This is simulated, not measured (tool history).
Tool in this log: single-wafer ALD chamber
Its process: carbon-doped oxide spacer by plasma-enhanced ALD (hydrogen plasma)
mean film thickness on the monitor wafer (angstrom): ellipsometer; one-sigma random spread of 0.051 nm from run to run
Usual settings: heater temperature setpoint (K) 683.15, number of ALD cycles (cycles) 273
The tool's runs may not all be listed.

| run | day | heater temperature setpoint (K) | number of ALD cycles (cycles) | read-back reference wafer on the same gauge, thickness_nm | mean film thickness on the monitor wafer (angstrom) |
|---|---|---|---|---|---|
| 1 | 0.000 | 683.15 | 273 | 12.105 | 144.27 |
| 2 | 1.683 | 683.15 | 273 | 12.095 | 144.89 |
|  | 4.317 | thermocouple changed; heater temperature recalibrated |
| 3 | 5.558 | 683.15 | 315 | 12.071 | 165.21 |
| 4 | 18.679 | 683.15 | 315 | 12.112 | 165.97 |
| 5 | 27.658 | 691.15 | 273 | 12.096 | 140.83 |
| 6 | 31.242 | 683.15 | 273 | 12.099 | 144.35 |
| 7 | 35.917 | 683.15 | 273 | 12.103 | 144.73 |
| 8 | 38.054 | 693.15 | 273 | 12.105 | 140.83 |
|  | 38.617 | gauge calibrated |
| 9 | 40.250 | 675.15 | 312 | 12.104 | 168.57 |
| 10 | 44.288 | 677.15 | 273 | 12.069 | 147.73 |
| 11 | 47.812 | 677.15 | 273 | 12.086 | 146.93 |
| 12 | 52.042 | 683.15 | 273 | 12.115 | 143.78 |
| 13 | 55.767 | 683.15 | 273 | 12.107 | 144.32 |
| 14 | 58.646 | 683.15 | 305 | 12.097 | 161.37 |
| 15 | 65.550 | 689.15 | 273 | 12.099 | 141.15 |
| 16 | 67.967 | 683.15 | 292 | 12.099 | 153.55 |
|  | 72.300 | thermocouple changed; heater temperature recalibrated |
| 17 | 72.321 | 678.15 | 257 | 12.100 | 137.27 |
| 18 | 76.108 | 691.15 | 240 | 12.082 | 124.36 |
| 19 | 79.275 | 697.15 | 273 | 12.094 | 138.06 |
| 20 | 83.767 | 683.15 | 273 | 12.070 | 143.16 |
| 21 | 87.975 | 678.15 | 302 | 12.104 | 161.42 |
| 22 | 92.383 | 696.15 | 273 | 12.108 | 139.72 |
| 23 | 94.917 | 683.15 | 273 | 12.090 | 143.88 |
| 24 | 98.029 | 683.15 | 273 | 12.098 | 144.93 |
| 25 | 102.171 | 696.15 | 254 | 12.108 | 129.21 |
| 26 | 105.717 | 678.15 | 310 | 12.093 | 166.51 |

What does the tool deliver on the next run?
| 27 | 108.412 | 679.15 | 311 | ? | ? |

{"run 27": {"read-back reference wafer on the same gauge, thickness_nm": 12.109, "mean film thickness on the monitor wafer (angstrom)": 165.46}}
The same run, on a tool lacking any hidden state, would have yielded mean film thickness on the monitor wafer (angstrom) 165.46.

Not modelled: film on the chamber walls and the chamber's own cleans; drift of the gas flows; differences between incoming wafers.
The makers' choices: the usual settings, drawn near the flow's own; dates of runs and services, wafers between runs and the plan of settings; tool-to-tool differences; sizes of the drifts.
